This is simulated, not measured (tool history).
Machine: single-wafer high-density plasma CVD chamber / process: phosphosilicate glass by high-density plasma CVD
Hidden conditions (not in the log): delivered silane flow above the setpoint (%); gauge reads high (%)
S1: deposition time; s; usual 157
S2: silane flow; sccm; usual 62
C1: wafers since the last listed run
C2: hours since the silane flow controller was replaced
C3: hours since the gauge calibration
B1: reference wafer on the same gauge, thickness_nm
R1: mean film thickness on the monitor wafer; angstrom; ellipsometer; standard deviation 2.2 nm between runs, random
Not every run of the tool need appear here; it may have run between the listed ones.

run 1 hour=0 | S1=157 S2=62 | C1=0 C2=1939.4 C3=542 | B1=1030.969 | R1=9086.16
run 2 hour=79.8 | S1=157 S2=62 | C1=758 C2=2019.2 C3=621.8 | B1=1031.069 | R1=9053.14
run 3 hour=133.8 | S1=157 S2=62 | C1=513 C2=2073.2 C3=675.8 | B1=1029.981 | R1=9074.84
run 4 hour=190.9 | S1=157 S2=52 | C1=542 C2=2130.3 C3=732.9 | B1=1031.366 | R1=7767.57
run 5 hour=298.3 | S1=157 S2=52 | C1=1020 C2=2237.7 C3=840.3 | B1=1031.19 | R1=7773.96
run 6 hour=394.9 | S1=141 S2=59 | C1=918 C2=2334.3 C3=936.9 | B1=1030.179 | R1=7779.62
run 7 hour=496.3 | S1=141 S2=59 | C1=963 C2=2435.7 C3=1038.3 | B1=1030.895 | R1=7814.21
-- hour=543.4 gauge calibrated
run 8 hour=594.5 | S1=157 S2=68 | C1=933 C2=2533.9 C3=51.1 | B1=1030.941 | R1=9862.47
run 9 hour=685.7 | S1=157 S2=68 | C1=866 C2=2625.1 C3=142.3 | B1=1030.409 | R1=9825.67
run 10 hour=756 | S1=157 S2=68 | C1=668 C2=2695.4 C3=212.6 | B1=1030.288 | R1=9835.67
run 11 hour=817.5 | S1=157 S2=66 | C1=584 C2=2756.9 C3=274.1 | B1=1030.399 | R1=9579.94
-- hour=845.2 silane flow controller replaced
run 12 hour=919.8 | S1=157 S2=66 | C1=896 C2=74.6 C3=376.4 | B1=1031.264 | R1=9829.44
run 13 hour=998.3 | S1=139 S2=62 | C1=746 C2=153.1 C3=454.9 | B1=1030.469 | R1=8210.12
run 14 hour=1049.2 | S1=182 S2=69 | C1=483 C2=204 C3=505.8 | B1=1031.645 | R1=11816.99
run 15 hour=1117.1 | S1=157 S2=62 | C1=645 C2=271.9 C3=573.7 | B1=1030.545 | R1=9253.75
run 16 hour=1209.7 | S1=157 S2=62 | C1=880 C2=364.5 C3=666.3 | B1=1030.634 | R1=9204.58
run 17 hour=1247 | S1=177 S2=74 | C1=354 C2=401.8 C3=703.6 | B1=1031.882 | R1=12183.07
run 18 hour=1353.9 | S1=157 S2=62 | C1=1016 C2=508.7 C3=810.5 | B1=1030.54 | R1=9221.21
run 19 hour=1454.2 | S1=184 S2=74 | C1=953 C2=609 C3=910.8 | B1=1031.608 | R1=12607.68
run 20 hour=1537.2 | S1=134 S2=74 | C1=788 C2=692 C3=993.8 | B1=1031.463 | R1=9151.68
run 21 hour=1576.7 | S1=138 S2=67 | C1=375 C2=731.5 C3=1033.3 | B1=1030.56 | R1=8621.65
-- hour=1587.2 gauge calibrated
run 22 hour=1619.7 | S1=172 S2=66 | C1=408 C2=774.5 C3=32.5 | B1=1031.032 | R1=10646.21
run 23 hour=1666.7 | S1=157 S2=62 | C1=446 C2=821.5 C3=79.5 | B1=1031.324 | R1=9131.07

Run 24 comes next. What will it give?
run 24 hour=1709.5 | S1=157 S2=62 | C1=406 C2=864.3 C3=122.3 | B1=? | R1=?

{"run 24": {"B1": 1031.334, "R1": 9121.25}}
On a tool with no hidden condition, and with the same random variation, this run would have come out at R1 9310.11 angstrom.

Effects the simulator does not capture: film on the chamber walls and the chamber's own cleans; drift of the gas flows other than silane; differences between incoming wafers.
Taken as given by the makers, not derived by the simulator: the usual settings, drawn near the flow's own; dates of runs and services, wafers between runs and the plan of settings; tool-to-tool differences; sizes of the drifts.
